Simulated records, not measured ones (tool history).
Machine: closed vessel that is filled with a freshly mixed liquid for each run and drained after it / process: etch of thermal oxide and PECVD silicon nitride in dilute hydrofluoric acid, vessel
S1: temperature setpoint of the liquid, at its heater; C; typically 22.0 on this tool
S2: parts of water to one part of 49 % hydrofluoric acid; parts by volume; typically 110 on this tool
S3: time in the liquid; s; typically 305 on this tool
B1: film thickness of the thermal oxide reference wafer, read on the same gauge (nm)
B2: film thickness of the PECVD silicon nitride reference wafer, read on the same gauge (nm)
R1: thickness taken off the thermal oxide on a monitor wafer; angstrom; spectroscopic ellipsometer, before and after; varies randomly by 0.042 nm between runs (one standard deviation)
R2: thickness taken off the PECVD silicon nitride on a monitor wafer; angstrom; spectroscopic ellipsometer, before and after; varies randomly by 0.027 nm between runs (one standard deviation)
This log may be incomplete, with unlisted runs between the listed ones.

| run | hour | S1 | S2 | S3 | B1 | B2 | R1 | R2 |
|---|---|---|---|---|---|---|---|---|
| 1 | 0.0 | 22.0 | 110 | 305 | 40.01 | 30.028 | 90.1 | 33.61 |
| 2 | 11.8 | 22.0 | 110 | 305 | 40.00 | 30.003 | 90.1 | 33.96 |
| 3 | 21.3 | 19.0 | 110 | 305 | 40.00 | 30.008 | 78.8 | 27.45 |
| 4 | 37.5 | 22.0 | 110 | 345 | 39.97 | 30.003 | 101.7 | 38.10 |
| 5 | 51.7 | 22.0 | 110 | 345 | 40.00 | 30.026 | 100.7 | 37.87 |
| 6 | 68.1 | 22.0 | 80 | 305 | 40.01 | 30.035 | 127.7 | 45.69 |
|  | 72.6 | thermometer replaced |
| 7 | 86.1 | 22.0 | 110 | 305 | 40.00 | 29.965 | 99.2 | 40.06 |
|  | 91.2 | hydrofluoric acid flow meter replaced |
| 8 | 95.8 | 22.0 | 110 | 380 | 39.97 | 29.978 | 124.5 | 49.50 |
| 9 | 102.5 | 22.0 | 110 | 305 | 40.03 | 30.021 | 99.1 | 39.98 |
| 10 | 109.8 | 22.0 | 110 | 305 | 39.99 | 30.014 | 99.5 | 40.48 |
| 11 | 117.3 | 22.0 | 110 | 305 | 40.01 | 29.973 | 98.5 | 40.42 |
| 12 | 130.4 | 22.0 | 160 | 215 | 40.01 | 29.961 | 45.2 | 19.46 |
| 13 | 150.1 | 24.5 | 60 | 470 | 40.00 | 30.004 | 326.0 | 131.55 |
|  | 151.9 | gauge calibrated |
| 14 | 158.7 | 20.0 | 110 | 305 | 40.01 | 30.011 | 91.0 | 34.45 |
| 15 | 174.5 | 24.0 | 160 | 490 | 40.02 | 30.001 | 112.0 | 49.52 |
| 16 | 197.1 | 27.0 | 80 | 305 | 40.00 | 30.019 | 171.9 | 74.85 |
| 17 | 209.7 | 22.0 | 110 | 305 | 40.00 | 30.007 | 98.3 | 39.28 |
| 18 | 227.6 | 22.0 | 110 | 200 | 40.03 | 30.007 | 64.2 | 25.60 |

Give the tool's hidden conditions for every run:
hydrofluoric acid flow below the setpoint (%): 0 at every run
gauge reads high (%): 0 at every run
H1: liquid colder than its thermometer reads (K)
| run | H1 |
|---|---|
| 1 | 2.56 |
| 2 | 2.59 |
| 3 | 2.6 |
| 4 | 2.63 |
| 5 | 2.66 |
| 6 | 2.69 |
| 7 | 0.0787 |
| 8 | 0.096 |
| 9 | 0.108 |
| 10 | 0.121 |
| 11 | 0.135 |
| 12 | 0.158 |
| 13 | 0.193 |
| 14 | 0.209 |
| 15 | 0.237 |
| 16 | 0.277 |
| 17 | 0.3 |
| 18 | 0.332 |
